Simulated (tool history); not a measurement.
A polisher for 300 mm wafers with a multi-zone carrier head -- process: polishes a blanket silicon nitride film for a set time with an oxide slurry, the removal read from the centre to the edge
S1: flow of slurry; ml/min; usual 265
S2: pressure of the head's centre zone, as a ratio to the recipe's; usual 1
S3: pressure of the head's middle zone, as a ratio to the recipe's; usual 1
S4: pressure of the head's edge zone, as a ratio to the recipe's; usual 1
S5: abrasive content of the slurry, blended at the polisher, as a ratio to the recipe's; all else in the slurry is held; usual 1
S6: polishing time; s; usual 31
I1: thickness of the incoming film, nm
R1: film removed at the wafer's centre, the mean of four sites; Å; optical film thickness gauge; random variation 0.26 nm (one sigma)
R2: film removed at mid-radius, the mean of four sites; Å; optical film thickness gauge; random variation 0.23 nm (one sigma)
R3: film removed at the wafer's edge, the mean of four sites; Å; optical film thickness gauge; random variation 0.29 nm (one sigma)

run	hour	S1	S2	S3	S4	S5	S6	I1	R1	R2	R3
1	0	265	1	1	1	0.9	31	588.7	260	300	312
# hour 8.2: slurry nozzle cleaned
2	17.3	265	1	1	1	0.9	31	573.7	259	303	310
3	29.3	265	1	1	1	1	35	573.4	314	371	383
4	39.6	265	1	1	1	1	31	576.7	282	330	341
# hour 51.4: centre zone pressure recalibrated, repeated, since the last time left the tool worse
5	53.8	265	1	1	1	1	31	575	322	329	336
6	60.7	265	1	1	1	1	31	572	323	327	339
# hour 69.5: worn pad replaced by a new one
7	70	265	1.07	1	1	1	39	577.5	429	410	422
# hour 77.9: carrier head's membrane replaced by a new one
8	80.9	265	1.04	1	0.96	1	31	585.5	331	330	336
9	95.8	265	1	1	1	1	31	586.8	319	332	337
10	109.6	355	1	1	1	1.15	31	577.8	358	373	377
11	121.1	315	1	1	1	1	31	591.9	325	331	342
12	131.1	265	1	1	1	1	31	580.9	323	330	336
13	140.2	320	1	1	1.08	1	22	576.7	231	237	247
# hour 146.4: edge zone pressure recalibrated
14	153.6	265	1	1	1.03	1	31	591.8	321	326	346
# hour 160.7: worn pad replaced by a new one
15	173.1	265	1	1	1	1.2	31	592.6	362	369	377
16	186.2	265	1	1	1.09	1	31	579.2	323	331	357
17	197.2	235	1	1	1	0.9	31	574.6	298	302	312
18	213.8	265	1.07	0.94	0.94	1	27	585.6	298	275	288
19	224.5	185	1.06	1	1	1.2	31	590.4	366	358	372
# hour 235.7: worn pad replaced by a new one
20	240.3	265	1	1	1	0.8	31	576.6	267	274	278
21	250.8	170	0.91	0.92	1	1	26	586.3	239	250	276

Results for each run, recomputed without the tool's hidden state and with each run's random variation untouched:
The tool's hidden condition here consists of: removal rate lost through wear of the pad, %; slurry flow missing at the pad, %; deviation of the centre zone's pressure from its setpoint, %; deviation of the edge zone's pressure from its setpoint, %.
run	R1
1	299
2	298
3	361
4	324
5	322
6	323
7	430
8	331
9	320
10	359
11	325
12	323
13	231
14	321
15	362
16	323
17	298
18	298
19	366
20	266
21	239
R2: as measured in every run.
R3: as measured in every run.
